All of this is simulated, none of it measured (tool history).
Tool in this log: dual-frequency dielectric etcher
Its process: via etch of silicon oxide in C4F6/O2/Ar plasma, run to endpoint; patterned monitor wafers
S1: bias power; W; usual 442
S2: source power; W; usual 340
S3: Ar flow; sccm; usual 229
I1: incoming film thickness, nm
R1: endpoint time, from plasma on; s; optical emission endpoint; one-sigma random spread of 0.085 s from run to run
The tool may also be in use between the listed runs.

run 1 hour=0 | S1=442 S2=340 S3=229 | I1=99 | R1=23.9
run 2 hour=13.7 | S1=442 S2=340 S3=229 | I1=99 | R1=24
run 3 hour=42.3 | S1=442 S2=340 S3=229 | I1=98 | R1=23.7
run 4 hour=73.1 | S1=442 S2=340 S3=229 | I1=98.4 | R1=23.8
run 5 hour=85.5 | S1=442 S2=340 S3=229 | I1=98 | R1=23.5
run 6 hour=113.7 | S1=442 S2=340 S3=229 | I1=98.7 | R1=23.9
run 7 hour=140.8 | S1=442 S2=390 S3=229 | I1=97.8 | R1=22.5
run 8 hour=164.7 | S1=442 S2=340 S3=229 | I1=97.9 | R1=23.5
run 9 hour=181.8 | S1=373 S2=340 S3=229 | I1=98.5 | R1=24.8
run 10 hour=208.6 | S1=373 S2=340 S3=229 | I1=98.1 | R1=24.7
run 11 hour=234.9 | S1=442 S2=340 S3=229 | I1=97.9 | R1=23.4
run 12 hour=264.5 | S1=442 S2=340 S3=229 | I1=98 | R1=23.4
run 13 hour=296.7 | S1=442 S2=340 S3=229 | I1=97 | R1=23.1
run 14 hour=310.8 | S1=359 S2=310 S3=229 | I1=98.4 | R1=25.3
run 15 hour=331.2 | S1=489 S2=300 S3=265 | I1=97.5 | R1=23.8
run 16 hour=364.7 | S1=442 S2=340 S3=229 | I1=98.5 | R1=23.4
run 17 hour=392.7 | S1=442 S2=340 S3=229 | I1=98.1 | R1=23.1
run 18 hour=421.7 | S1=442 S2=340 S3=229 | I1=98.8 | R1=23.9
run 19 hour=446.8 | S1=512 S2=340 S3=252 | I1=98.3 | R1=22.6
run 20 hour=528.8 | S1=442 S2=420 S3=229 | I1=98.4 | R1=22.6
run 21 hour=545.5 | S1=442 S2=340 S3=246 | I1=98.1 | R1=23.8
run 22 hour=566.3 | S1=524 S2=310 S3=198 | I1=99.6 | R1=22.2
run 23 hour=598.3 | S1=442 S2=360 S3=265 | I1=99.7 | R1=24.1
run 24 hour=623.2 | S1=442 S2=340 S3=229 | I1=97.7 | R1=23.4
run 25 hour=656 | S1=342 S2=400 S3=186 | I1=97.6 | R1=24
run 26 hour=679 | S1=442 S2=320 S3=229 | I1=98.8 | R1=23.7
run 27 hour=698.4 | S1=479 S2=340 S3=281 | I1=98 | R1=23.5
run 28 hour=722.4 | S1=442 S2=310 S3=251 | I1=98.3 | R1=24.2
run 29 hour=745.3 | S1=479 S2=300 S3=205 | I1=98.4 | R1=22.7
run 30 hour=764.1 | S1=487 S2=340 S3=229 | I1=97.3 | R1=22.2

Withheld: 5 entries from between the runs. Position of each, and hidden state at the listed run before versus the listed run after:
Run 12 -> run 13: Ar flow controller replaced (hour 283.1)
  etch rate over this chamber's usual, %: 1.65 -> 1.83
  measured result minus the result with no hidden state, R1: -0.4 -> -0.4 s
Run 15 -> run 16: source power generator calibrated (hour 352.5)
  etch rate over this chamber's usual, %: 2.04 -> 2.23
  measured result minus the result with no hidden state, R1: -0.5 -> -0.5 s
Run 17 -> run 18: wet clean of the chamber (hour 421.2)
  etch rate over this chamber's usual, %: 2.4 -> -0.0133
  measured result minus the result with no hidden state, R1: -0.6 -> +0 s
Run 18 -> run 19: upper electrode replaced, of another model than before (hour 446.3)
  etch rate over this chamber's usual, %: -0.0133 -> 0.134
  measured result minus the result with no hidden state, R1: +0 -> -0.1 s
Run 19 -> run 20: bias power generator calibrated (hour 515.6)
  etch rate over this chamber's usual, %: 0.134 -> 0.615
  measured result minus the result with no hidden state, R1: -0.1 -> -0.1 s
